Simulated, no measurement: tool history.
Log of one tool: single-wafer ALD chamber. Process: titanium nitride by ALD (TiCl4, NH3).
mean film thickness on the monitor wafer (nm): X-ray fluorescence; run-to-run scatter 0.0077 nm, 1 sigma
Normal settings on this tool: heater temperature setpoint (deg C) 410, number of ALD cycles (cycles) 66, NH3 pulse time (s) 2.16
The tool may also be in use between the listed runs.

run,hour,heater temperature setpoint (deg C),number of ALD cycles (cycles),NH3 pulse time (s),"read-back reference wafer on the same gauge, thickness_nm",mean film thickness on the monitor wafer (nm)
1,0.0,410,66,1.56,1.243,1.289
2,27.7,410,66,1.56,1.240,1.283
3,84.1,410,66,2.16,1.238,1.292
4,118.0,410,66,2.16,1.237,1.287
5,166.4,410,66,2.16,1.233,1.275
6,236.3,410,66,2.16,1.228,1.277
7,302.1,410,66,2.16,1.227,1.274
8,329.0,410,66,2.16,1.225,1.272
9,387.0,410,66,2.16,1.225,1.276
10,435.4,410,66,2.16,1.223,1.260
11,492.0,410,66,2.16,1.217,1.280
12,556.0,410,66,2.16,1.213,1.264
13,613.3,410,56,2.16,1.212,1.070
14,658.9,410,56,2.16,1.210,1.067
15,714.1,416,57,1.48,1.206,1.077
16,754.2,418,74,2.93,1.206,1.435
# hour 765.5: gauge calibrated
17,823.9,415,61,2.85,1.243,1.189
18,879.3,401,66,2.82,1.245,1.294
19,935.8,410,66,2.16,1.238,1.288
# hour 959.5: thermocouple changed; heater temperature recalibrated
20,966.0,418,66,2.16,1.235,1.294
21,1029.6,398,74,2.16,1.231,1.441
22,1065.3,410,66,2.16,1.234,1.279
# hour 1101.5: showerhead replaced
23,1238.7,410,66,2.16,1.226,1.268
24,1291.9,401,75,1.34,1.224,1.431
25,1342.4,405,61,2.95,1.219,1.186
26,1533.5,421,66,2.16,1.211,1.283
27,1600.9,410,66,2.16,1.206,1.260
28,1633.0,396,70,1.30,1.202,1.288
# hour 1641.7: gauge calibrated
29,1699.1,410,73,1.77,1.252,1.435

Exercise: give the hidden state of the tool at every run:
wafer temperature above the value expected at the setpoint (K): 0 on each run
H1: gauge reads high (%)
run,H1
1,-0.622
2,-0.729
3,-0.945
4,-1.08
5,-1.26
6,-1.53
7,-1.78
8,-1.89
9,-2.11
10,-2.29
11,-2.51
12,-2.76
13,-2.98
14,-3.15
15,-3.36
16,-3.52
17,-0.483
18,-0.696
19,-0.912
20,-1.03
21,-1.27
22,-1.41
23,-2.08
24,-2.28
25,-2.47
26,-3.21
27,-3.47
28,-3.59
29,0.036

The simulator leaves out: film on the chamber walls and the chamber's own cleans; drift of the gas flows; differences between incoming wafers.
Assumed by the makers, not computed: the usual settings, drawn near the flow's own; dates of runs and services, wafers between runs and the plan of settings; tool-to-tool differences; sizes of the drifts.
